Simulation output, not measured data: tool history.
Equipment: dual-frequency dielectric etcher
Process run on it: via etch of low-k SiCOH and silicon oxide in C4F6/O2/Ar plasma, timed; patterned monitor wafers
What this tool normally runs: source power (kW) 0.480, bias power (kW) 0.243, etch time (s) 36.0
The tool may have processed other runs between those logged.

| run | hour | source power (kW) | bias power (kW) | etch time (s) | read-back reference wafer on the same gauge, depth_nm | mean etch depth across the wafer (nm) |
|---|---|---|---|---|---|---|
| 1 | 0.0 | 0.480 | 0.243 | 36.0 | 124.1 | 103.0 |
| 2 | 29.6 | 0.480 | 0.243 | 36.0 | 124.0 | 103.8 |
| 3 | 52.7 | 0.480 | 0.243 | 36.0 | 123.9 | 103.1 |
| 4 | 81.1 | 0.480 | 0.243 | 36.0 | 124.3 | 102.8 |
| 5 | 110.5 | 0.480 | 0.243 | 36.0 | 124.1 | 102.6 |
| 6 | 140.3 | 0.480 | 0.243 | 30.0 | 124.0 | 85.4 |
| 7 | 163.1 | 0.480 | 0.243 | 30.0 | 124.1 | 85.2 |
| 8 | 182.1 | 0.480 | 0.243 | 36.0 | 124.0 | 102.7 |
|  | 194.7 | source power generator calibrated |
| 9 | 211.0 | 0.480 | 0.243 | 36.0 | 124.1 | 101.4 |
|  | 219.6 | gauge calibrated |
| 10 | 223.7 | 0.480 | 0.243 | 36.0 | 124.4 | 100.6 |
| 11 | 246.8 | 0.480 | 0.243 | 36.0 | 123.9 | 100.2 |
| 12 | 259.9 | 0.480 | 0.243 | 36.0 | 124.1 | 100.7 |
| 13 | 275.9 | 0.390 | 0.221 | 36.0 | 124.0 | 85.7 |
| 14 | 291.2 | 0.390 | 0.287 | 36.0 | 123.9 | 93.1 |
|  | 322.8 | wet clean of the chamber |
|  | 390.2 | upper electrode replaced |
| 15 | 390.7 | 0.380 | 0.185 | 43.0 | 124.1 | 100.6 |
| 16 | 391.0 | 0.590 | 0.243 | 36.0 | 124.1 | 118.1 |
|  | 402.4 | bias power generator calibrated |
| 17 | 411.7 | 0.480 | 0.289 | 29.0 | 123.9 | 90.7 |
| 18 | 454.2 | 0.550 | 0.243 | 36.0 | 124.0 | 112.3 |
| 19 | 469.5 | 0.580 | 0.243 | 36.0 | 124.1 | 116.4 |
| 20 | 487.1 | 0.530 | 0.243 | 36.0 | 123.6 | 110.3 |
| 21 | 500.2 | 0.410 | 0.243 | 36.0 | 123.7 | 95.4 |
| 22 | 515.8 | 0.590 | 0.243 | 36.0 | 124.1 | 115.9 |
| 23 | 550.6 | 0.480 | 0.243 | 36.0 | 124.1 | 103.2 |
| 24 | 571.1 | 0.480 | 0.243 | 36.0 | 123.9 | 101.7 |

Here are 3 independent what-if runs from the current tool condition. What would each one return?
| A | 571.5 | 0.480 | 0.243 | 29.0 | ? | ? |
| B | 571.5 | 0.480 | 0.243 | 45.5 | ? | ? |
| C | 571.5 | 0.560 | 0.243 | 27.0 | ? | ? |

| run | read-back reference wafer on the same gauge, depth_nm | mean etch depth across the wafer (nm) |
|---|---|---|
| A | 123.8 | 83.4 |
| B | 123.8 | 130.9 |
| C | 123.8 | 84.4 |
Take away the tool's hidden state, keep each run's random variation, and the runs would have read:
| run | mean etch depth across the wafer (nm) |
|---|---|
| A | 86.3 |
| B | 135.4 |
| C | 87.2 |
